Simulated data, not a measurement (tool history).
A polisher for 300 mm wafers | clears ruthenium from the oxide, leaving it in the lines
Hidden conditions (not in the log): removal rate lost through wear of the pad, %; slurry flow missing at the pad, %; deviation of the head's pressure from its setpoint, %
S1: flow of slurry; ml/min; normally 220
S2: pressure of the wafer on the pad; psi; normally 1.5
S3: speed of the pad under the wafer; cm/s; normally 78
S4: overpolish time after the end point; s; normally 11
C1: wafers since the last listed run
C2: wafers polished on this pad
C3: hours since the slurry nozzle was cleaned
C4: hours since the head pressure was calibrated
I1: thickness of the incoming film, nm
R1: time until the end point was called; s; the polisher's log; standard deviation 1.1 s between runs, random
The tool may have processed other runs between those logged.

{"run": 1, "hour": 0.0, "S1": 220, "S2": 1.5, "S3": 78, "S4": 11, "C1": 0, "C2": 16, "C3": 503.1, "C4": 302, "I1": 49.6, "R1": 84.4}
{"run": 2, "hour": 73.1, "S1": 220, "S2": 1.5, "S3": 78, "S4": 11, "C1": 642, "C2": 658, "C3": 576.2, "C4": 375.1, "I1": 49.3, "R1": 83.7}
{"run": 3, "hour": 130.7, "S1": 220, "S2": 1.5, "S3": 78, "S4": 11, "C1": 506, "C2": 1164, "C3": 633.8, "C4": 432.7, "I1": 49.6, "R1": 84.9}
{"run": 4, "hour": 175.3, "S1": 220, "S2": 1.5, "S3": 78, "S4": 11, "C1": 391, "C2": 1556, "C3": 678.4, "C4": 477.3, "I1": 50.8, "R1": 87.5}
{"hour": 221.4, "done": "slurry nozzle cleaned"}
{"run": 5, "hour": 242.5, "S1": 220, "S2": 1.5, "S3": 78, "S4": 11, "C1": 581, "C2": 2138, "C3": 21.1, "C4": 544.5, "I1": 50.9, "R1": 91.3}
{"run": 6, "hour": 282.2, "S1": 220, "S2": 1.5, "S3": 56, "S4": 11, "C1": 348, "C2": 2486, "C3": 60.8, "C4": 584.2, "I1": 50.7, "R1": 123.4}
{"run": 7, "hour": 333.0, "S1": 160, "S2": 1.4, "S3": 78, "S4": 11, "C1": 446, "C2": 2933, "C3": 111.6, "C4": 635, "I1": 50.1, "R1": 102.7}
{"run": 8, "hour": 399.9, "S1": 160, "S2": 1.4, "S3": 78, "S4": 11, "C1": 587, "C2": 3520, "C3": 178.5, "C4": 701.9, "I1": 49.9, "R1": 99.8}
{"hour": 499.6, "done": "head pressure recalibrated"}
{"run": 9, "hour": 501.1, "S1": 160, "S2": 1.4, "S3": 78, "S4": 11, "C1": 871, "C2": 4392, "C3": 279.7, "C4": 1.5, "I1": 50.2, "R1": 103.3}
{"run": 10, "hour": 581.1, "S1": 220, "S2": 1.5, "S3": 78, "S4": 11, "C1": 702, "C2": 5095, "C3": 359.7, "C4": 81.5, "I1": 50.3, "R1": 93.7}
{"run": 11, "hour": 653.6, "S1": 220, "S2": 1.5, "S3": 78, "S4": 11, "C1": 636, "C2": 5732, "C3": 432.2, "C4": 154, "I1": 48.9, "R1": 90.3}
{"hour": 671.0, "done": "worn pad replaced by a new one"}
{"run": 12, "hour": 748.3, "S1": 220, "S2": 1.5, "S3": 78, "S4": 11, "C1": 796, "C2": 679, "C3": 526.9, "C4": 248.7, "I1": 50.7, "R1": 85.9}
{"run": 13, "hour": 833.5, "S1": 145, "S2": 1.5, "S3": 78, "S4": 11, "C1": 748, "C2": 1427, "C3": 612.1, "C4": 333.9, "I1": 49.4, "R1": 92.1}
{"run": 14, "hour": 870.8, "S1": 220, "S2": 1.5, "S3": 78, "S4": 11, "C1": 327, "C2": 1755, "C3": 649.4, "C4": 371.2, "I1": 50.4, "R1": 87.2}
{"run": 15, "hour": 939.4, "S1": 220, "S2": 1.3, "S3": 90, "S4": 11, "C1": 602, "C2": 2357, "C3": 718, "C4": 439.8, "I1": 49.6, "R1": 88.4}
{"hour": 971.1, "done": "slurry nozzle cleaned"}
{"run": 16, "hour": 975.9, "S1": 220, "S2": 1, "S3": 78, "S4": 11, "C1": 311, "C2": 2669, "C3": 4.8, "C4": 476.3, "I1": 50, "R1": 133.8}
{"run": 17, "hour": 1077.3, "S1": 220, "S2": 1.2, "S3": 78, "S4": 11, "C1": 890, "C2": 3560, "C3": 106.2, "C4": 577.7, "I1": 49.9, "R1": 112}
{"run": 18, "hour": 1157.1, "S1": 220, "S2": 1.5, "S3": 92, "S4": 5, "C1": 701, "C2": 4261, "C3": 186, "C4": 657.5, "I1": 50.7, "R1": 78}
{"run": 19, "hour": 1195.4, "S1": 180, "S2": 1.9, "S3": 106, "S4": 13, "C1": 336, "C2": 4598, "C3": 224.3, "C4": 695.8, "I1": 49.8, "R1": 55.3}
{"run": 20, "hour": 1277.9, "S1": 220, "S2": 1.5, "S3": 78, "S4": 11, "C1": 724, "C2": 5322, "C3": 306.8, "C4": 778.3, "I1": 49.7, "R1": 93.3}
{"hour": 1286.5, "done": "head pressure recalibrated"}
{"hour": 1293.8, "done": "worn pad replaced by a new one"}
{"run": 21, "hour": 1344.8, "S1": 200, "S2": 2, "S3": 92, "S4": 11, "C1": 535, "C2": 448, "C3": 373.7, "C4": 58.3, "I1": 50, "R1": 55}
{"run": 22, "hour": 1445.6, "S1": 270, "S2": 1.5, "S3": 78, "S4": 11, "C1": 885, "C2": 1333, "C3": 474.5, "C4": 159.1, "I1": 50.1, "R1": 86.5}
{"run": 23, "hour": 1512.7, "S1": 220, "S2": 1.5, "S3": 78, "S4": 11, "C1": 589, "C2": 1923, "C3": 541.6, "C4": 226.2, "I1": 49.2, "R1": 87.2}
{"hour": 1690.8, "done": "slurry nozzle cleaned"}
{"run": 24, "hour": 1694.6, "S1": 220, "S2": 1.5, "S3": 78, "S4": 16, "C1": 1589, "C2": 3512, "C3": 3.8, "C4": 408.1, "I1": 49.3, "R1": 89}
{"run": 25, "hour": 1760.9, "S1": 220, "S2": 1.5, "S3": 78, "S4": 11, "C1": 582, "C2": 4094, "C3": 70.1, "C4": 474.4, "I1": 50, "R1": 92}
{"run": 26, "hour": 1837.3, "S1": 220, "S2": 1.9, "S3": 54, "S4": 11, "C1": 671, "C2": 4766, "C3": 146.5, "C4": 550.8, "I1": 49.9, "R1": 107}
{"hour": 1913.8, "done": "worn pad replaced by a new one"}
{"run": 27, "hour": 1914.3, "S1": 265, "S2": 1.4, "S3": 98, "S4": 17, "C1": 641, "C2": 4, "C3": 223.5, "C4": 627.8, "I1": 50.6, "R1": 70.7}
{"run": 28, "hour": 1966.2, "S1": 220, "S2": 1.5, "S3": 78, "S4": 11, "C1": 455, "C2": 460, "C3": 275.4, "C4": 679.7, "I1": 50.9, "R1": 87.7}
{"run": 29, "hour": 2018.9, "S1": 180, "S2": 1.5, "S3": 78, "S4": 11, "C1": 462, "C2": 923, "C3": 328.1, "C4": 732.4, "I1": 50.4, "R1": 88.9}
{"hour": 2050.7, "done": "head pressure recalibrated"}
{"run": 30, "hour": 2105.6, "S1": 220, "S2": 1.3, "S3": 78, "S4": 11, "C1": 744, "C2": 1667, "C3": 414.8, "C4": 54.9, "I1": 50.1, "R1": 99.2}
{"run": 31, "hour": 2203.5, "S1": 220, "S2": 1.5, "S3": 78, "S4": 11, "C1": 860, "C2": 2527, "C3": 512.7, "C4": 152.8, "I1": 50.6, "R1": 86.3}
{"run": 32, "hour": 2257.7, "S1": 220, "S2": 1.5, "S3": 78, "S4": 5, "C1": 476, "C2": 3003, "C3": 566.9, "C4": 207, "I1": 50.5, "R1": 88.4}
{"run": 33, "hour": 2295.8, "S1": 220, "S2": 1.5, "S3": 78, "S4": 8, "C1": 334, "C2": 3338, "C3": 605, "C4": 245.1, "I1": 50.3, "R1": 88.8}
{"run": 34, "hour": 2359.6, "S1": 220, "S2": 1.5, "S3": 78, "S4": 11, "C1": 560, "C2": 3899, "C3": 668.8, "C4": 308.9, "I1": 49.9, "R1": 89.6}
{"run": 35, "hour": 2397.9, "S1": 220, "S2": 1.7, "S3": 78, "S4": 11, "C1": 336, "C2": 4235, "C3": 707.1, "C4": 347.2, "I1": 49.4, "R1": 77.6}
{"run": 36, "hour": 2457.5, "S1": 220, "S2": 1.5, "S3": 78, "S4": 11, "C1": 523, "C2": 4759, "C3": 766.7, "C4": 406.8, "I1": 49.4, "R1": 91.4}
{"hour": 2504.5, "done": "slurry nozzle cleaned"}
{"run": 37, "hour": 2548.8, "S1": 220, "S2": 1.5, "S3": 78, "S4": 11, "C1": 793, "C2": 5552, "C3": 44.3, "C4": 498.1, "I1": 50, "R1": 93.9}

Forecast each of these 4 alternatives for the next run:
{"run": "A", "hour": 2549.2, "S1": 220, "S2": 1.5, "S3": 58, "S4": 11, "C1": 3, "C2": 5555, "C3": 44.7, "C4": 498.5, "I1": 50.5, "R1": "?"}
{"run": "B", "hour": 2549.2, "S1": 220, "S2": 1.5, "S3": 78, "S4": 6, "C1": 3, "C2": 5555, "C3": 44.7, "C4": 498.5, "I1": 50.5, "R1": "?"}
{"run": "C", "hour": 2549.2, "S1": 220, "S2": 1.8, "S3": 78, "S4": 11, "C1": 3, "C2": 5555, "C3": 44.7, "C4": 498.5, "I1": 50.5, "R1": "?"}
{"run": "D", "hour": 2549.2, "S1": 240, "S2": 1.5, "S3": 78, "S4": 11, "C1": 3, "C2": 5555, "C3": 44.7, "C4": 498.5, "I1": 50.5, "R1": "?"}

run=A R1=127.8
run=B R1=95.1
run=C R1=79.2
run=D R1=94
With the hidden condition removed and each run's random variation left untouched, the same runs would have given:
run=A R1=114
run=B R1=84.8
run=C R1=70.6
run=D R1=83.8
